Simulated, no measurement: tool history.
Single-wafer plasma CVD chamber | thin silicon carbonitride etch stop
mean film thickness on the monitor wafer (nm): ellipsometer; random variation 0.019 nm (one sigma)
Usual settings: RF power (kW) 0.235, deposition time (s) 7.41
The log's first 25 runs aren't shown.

run	hour	RF power (kW)	deposition time (s)	wafers since the last listed run	hours since the last thermocouple change	hours since the last RF generator calibration	hours since the showerhead was replaced	hours since the gauge calibration	read-back reference wafer on the same gauge, thickness_nm	mean film thickness on the monitor wafer (nm)
26	2050.0	0.235	7.41	3518	151.7	669.2	1307.2	783.9	4.246	4.191
27	2094.1	0.275	7.97	1725	195.8	713.3	1351.3	828.0	4.249	4.715
28	2139.4	0.260	8.18	1772	241.1	758.6	1396.6	873.3	4.242	4.724
29	2217.7	0.235	8.20	3064	319.4	836.9	1474.9	951.6	4.234	4.592
30	2274.5	0.235	7.41	2222	376.2	893.7	1531.7	1008.4	4.239	4.156
31	2419.5	0.255	6.93	5674	521.2	1038.7	1676.7	1153.4	4.240	4.018
32	2497.9	0.195	6.77	3068	599.6	1117.1	1755.1	1231.8	4.237	3.622
33	2552.3	0.270	8.71	2128	654.0	1171.5	1809.5	1286.2	4.231	5.108
34	2639.8	0.205	7.41	3424	741.5	1259.0	1897.0	1373.7	4.227	4.030
35	2742.4	0.255	8.41	4015	844.1	1361.6	1999.6	1476.3	4.229	4.858

4 ways to go on from here, each from the tool as it stands after run 35. What would each give?
A	2742.8	0.235	6.24	15	844.5	1362.0	2000.0	1476.7	?	?
B	2742.8	0.200	8.50	15	844.5	1362.0	2000.0	1476.7	?	?
C	2742.8	0.235	7.84	15	844.5	1362.0	2000.0	1476.7	?	?
D	2742.8	0.190	8.53	15	844.5	1362.0	2000.0	1476.7	?	?

run	read-back reference wafer on the same gauge, thickness_nm	mean film thickness on the monitor wafer (nm)
A	4.241	3.497
B	4.241	4.549
C	4.241	4.393
D	4.241	4.499
Without the tool's hidden state the same runs would have given:
run	mean film thickness on the monitor wafer (nm)
A	3.541
B	4.606
C	4.448
D	4.556

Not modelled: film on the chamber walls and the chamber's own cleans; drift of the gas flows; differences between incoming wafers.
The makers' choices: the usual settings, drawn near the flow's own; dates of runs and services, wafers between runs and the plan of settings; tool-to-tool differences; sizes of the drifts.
